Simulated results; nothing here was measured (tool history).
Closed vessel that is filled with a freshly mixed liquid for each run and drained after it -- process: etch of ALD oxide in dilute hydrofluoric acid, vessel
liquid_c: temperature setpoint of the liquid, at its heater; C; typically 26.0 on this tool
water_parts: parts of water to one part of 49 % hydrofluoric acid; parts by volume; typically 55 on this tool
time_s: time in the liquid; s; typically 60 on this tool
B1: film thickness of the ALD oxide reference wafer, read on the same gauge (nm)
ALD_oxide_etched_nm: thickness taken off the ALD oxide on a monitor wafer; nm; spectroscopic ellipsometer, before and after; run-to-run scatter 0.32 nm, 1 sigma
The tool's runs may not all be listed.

{"run": 1, "hour": 0.0, "liquid_c": 27.5, "water_parts": 55, "time_s": 70, "B1": 100.01, "ALD_oxide_etched_nm": 44.15}
{"run": 2, "hour": 56.1, "liquid_c": 27.5, "water_parts": 55, "time_s": 70, "B1": 99.99, "ALD_oxide_etched_nm": 44.85}
{"run": 3, "hour": 102.6, "liquid_c": 27.5, "water_parts": 55, "time_s": 70, "B1": 100.01, "ALD_oxide_etched_nm": 44.25}
{"run": 4, "hour": 199.4, "liquid_c": 26.0, "water_parts": 55, "time_s": 60, "B1": 99.98, "ALD_oxide_etched_nm": 36.54}
{"run": 5, "hour": 261.4, "liquid_c": 26.0, "water_parts": 55, "time_s": 60, "B1": 99.98, "ALD_oxide_etched_nm": 36.38}
{"run": 6, "hour": 293.9, "liquid_c": 26.0, "water_parts": 55, "time_s": 60, "B1": 99.96, "ALD_oxide_etched_nm": 36.78}
{"hour": 417.2, "done": "gauge calibrated"}
{"run": 7, "hour": 471.2, "liquid_c": 26.0, "water_parts": 55, "time_s": 35, "B1": 99.99, "ALD_oxide_etched_nm": 21.21}
{"run": 8, "hour": 515.7, "liquid_c": 26.0, "water_parts": 55, "time_s": 35, "B1": 99.98, "ALD_oxide_etched_nm": 21.51}
{"run": 9, "hour": 583.7, "liquid_c": 26.0, "water_parts": 55, "time_s": 60, "B1": 100.0, "ALD_oxide_etched_nm": 36.59}
{"run": 10, "hour": 633.3, "liquid_c": 26.0, "water_parts": 55, "time_s": 60, "B1": 100.02, "ALD_oxide_etched_nm": 36.64}
{"run": 11, "hour": 704.1, "liquid_c": 26.0, "water_parts": 55, "time_s": 60, "B1": 99.97, "ALD_oxide_etched_nm": 37.02}
{"run": 12, "hour": 754.2, "liquid_c": 22.0, "water_parts": 85, "time_s": 30, "B1": 100.02, "ALD_oxide_etched_nm": 9.79}
{"hour": 760.7, "done": "thermometer replaced"}
{"run": 13, "hour": 797.3, "liquid_c": 24.0, "water_parts": 65, "time_s": 60, "B1": 100.04, "ALD_oxide_etched_nm": 28.43}
{"hour": 835.7, "done": "hydrofluoric acid flow meter replaced"}
{"run": 14, "hour": 851.3, "liquid_c": 26.0, "water_parts": 55, "time_s": 60, "B1": 100.01, "ALD_oxide_etched_nm": 34.92}
{"run": 15, "hour": 890.4, "liquid_c": 26.0, "water_parts": 65, "time_s": 50, "B1": 99.98, "ALD_oxide_etched_nm": 24.65}
{"run": 16, "hour": 956.1, "liquid_c": 26.0, "water_parts": 55, "time_s": 60, "B1": 99.99, "ALD_oxide_etched_nm": 36.03}
{"run": 17, "hour": 987.1, "liquid_c": 21.0, "water_parts": 55, "time_s": 90, "B1": 100.03, "ALD_oxide_etched_nm": 43.3}
{"run": 18, "hour": 1018.7, "liquid_c": 26.0, "water_parts": 55, "time_s": 40, "B1": 99.99, "ALD_oxide_etched_nm": 23.73}
{"run": 19, "hour": 1104.1, "liquid_c": 26.0, "water_parts": 55, "time_s": 60, "B1": 99.98, "ALD_oxide_etched_nm": 35.72}
{"run": 20, "hour": 1129.6, "liquid_c": 29.5, "water_parts": 70, "time_s": 60, "B1": 100.0, "ALD_oxide_etched_nm": 31.77}
{"hour": 1167.9, "done": "gauge calibrated"}
{"run": 21, "hour": 1180.0, "liquid_c": 30.0, "water_parts": 55, "time_s": 50, "B1": 100.04, "ALD_oxide_etched_nm": 35.42}
{"run": 22, "hour": 1212.5, "liquid_c": 31.0, "water_parts": 65, "time_s": 90, "B1": 100.0, "ALD_oxide_etched_nm": 54.6}
{"run": 23, "hour": 1281.1, "liquid_c": 27.5, "water_parts": 55, "time_s": 70, "B1": 100.01, "ALD_oxide_etched_nm": 45.34}

Below are 4 alternative next runs, each starting from the tool's condition after run 23. Predict each:
{"run": "A", "hour": 1281.8, "liquid_c": 26.0, "water_parts": 55, "time_s": 60, "B1": "?", "ALD_oxide_etched_nm": "?"}
{"run": "B", "hour": 1281.8, "liquid_c": 24.0, "water_parts": 75, "time_s": 60, "B1": "?", "ALD_oxide_etched_nm": "?"}
{"run": "C", "hour": 1281.8, "liquid_c": 30.5, "water_parts": 65, "time_s": 85, "B1": "?", "ALD_oxide_etched_nm": "?"}
{"run": "D", "hour": 1281.8, "liquid_c": 23.5, "water_parts": 35, "time_s": 50, "B1": "?", "ALD_oxide_etched_nm": "?"}

run=A B1=100.01 ALD_oxide_etched_nm=35.41
run=B B1=100.01 ALD_oxide_etched_nm=23.34
run=C B1=100.01 ALD_oxide_etched_nm=49.98
run=D B1=100.01 ALD_oxide_etched_nm=42.97
Had the tool no hidden state, the same runs would have come out as:
run=A ALD_oxide_etched_nm=34.72
run=B ALD_oxide_etched_nm=22.87
run=C ALD_oxide_etched_nm=48.99
run=D ALD_oxide_etched_nm=42.16
